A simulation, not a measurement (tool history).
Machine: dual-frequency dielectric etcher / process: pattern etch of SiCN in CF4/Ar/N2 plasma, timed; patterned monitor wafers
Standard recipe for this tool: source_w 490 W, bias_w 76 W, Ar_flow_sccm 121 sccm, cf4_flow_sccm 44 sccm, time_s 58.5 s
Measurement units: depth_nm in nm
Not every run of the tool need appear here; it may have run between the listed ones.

| run | day | source_w | bias_w | Ar_flow_sccm | cf4_flow_sccm | time_s | read-back reference wafer on the same gauge, depth_nm | depth_nm |
|---|---|---|---|---|---|---|---|---|
| 1 | 0 | 490 | 76 | 121 | 44 | 58.5 | 40.86 | 46.25 |
|  | 0.417 | Ar flow controller replaced |
|  | 1.258 | source power generator calibrated |
| 2 | 1.279 | 490 | 76 | 121 | 44 | 58.5 | 40.91 | 45.55 |
| 3 | 2.25 | 490 | 76 | 121 | 44 | 58.5 | 40.91 | 45.5 |
| 4 | 2.767 | 490 | 76 | 121 | 44 | 58.5 | 40.88 | 45.63 |
| 5 | 3.567 | 490 | 76 | 121 | 44 | 58.5 | 40.93 | 45.52 |
| 6 | 4.275 | 490 | 76 | 121 | 44 | 58.5 | 40.93 | 45.67 |
| 7 | 5.025 | 490 | 57 | 149 | 44 | 58.5 | 40.99 | 41.82 |
| 8 | 6.275 | 490 | 76 | 121 | 44 | 68 | 40.93 | 52.38 |
| 9 | 7.088 | 490 | 93 | 149 | 37 | 46.5 | 40.88 | 36.09 |
|  | 8.571 | wet clean of the chamber |
| 10 | 8.592 | 490 | 76 | 121 | 44 | 63.5 | 40.9 | 51.08 |
| 11 | 8.608 | 580 | 76 | 121 | 44 | 69.5 | 40.96 | 62.73 |
| 12 | 9.554 | 490 | 76 | 121 | 44 | 51.5 | 40.88 | 41.73 |
|  | 10.446 | gauge calibrated |
| 13 | 10.983 | 490 | 76 | 121 | 44 | 58.5 | 40.9 | 46.9 |
|  | 11.9 | bias power generator calibrated |
| 14 | 12.346 | 590 | 82 | 121 | 44 | 58.5 | 40.93 | 54.05 |
| 15 | 13.179 | 490 | 76 | 111 | 44 | 58.5 | 40.9 | 47.58 |
| 16 | 14.004 | 430 | 76 | 146 | 34 | 45.5 | 40.89 | 31.9 |
| 17 | 14.738 | 600 | 76 | 121 | 44 | 53.5 | 40.92 | 48.36 |
| 18 | 15.667 | 490 | 76 | 121 | 44 | 58.5 | 40.91 | 46.95 |
| 19 | 16.879 | 410 | 76 | 150 | 44 | 58.5 | 40.91 | 41.13 |
| 20 | 17.471 | 490 | 76 | 99 | 50 | 58.5 | 40.95 | 49.01 |

Branching from run 20: 5 alternative next runs. What would each branch give?
| A | 17.488 | 490 | 71 | 121 | 44 | 58.5 | ? | ? |
| B | 17.488 | 600 | 76 | 107 | 36 | 58.5 | ? | ? |
| C | 17.488 | 490 | 76 | 121 | 44 | 41.5 | ? | ? |
| D | 17.488 | 490 | 63 | 121 | 44 | 58.5 | ? | ? |
| E | 17.488 | 610 | 62 | 109 | 53 | 58.5 | ? | ? |

| run | read-back reference wafer on the same gauge, depth_nm | depth_nm |
|---|---|---|
| A | 40.91 | 45.97 |
| B | 40.91 | 51.7 |
| C | 40.91 | 33.14 |
| D | 40.91 | 44.76 |
| E | 40.91 | 53.29 |
Had the tool no hidden state, the same runs would have come out as:
| run | depth_nm |
|---|---|
| A | 46.38 |
| B | 52.16 |
| C | 33.43 |
| D | 45.16 |
| E | 53.77 |
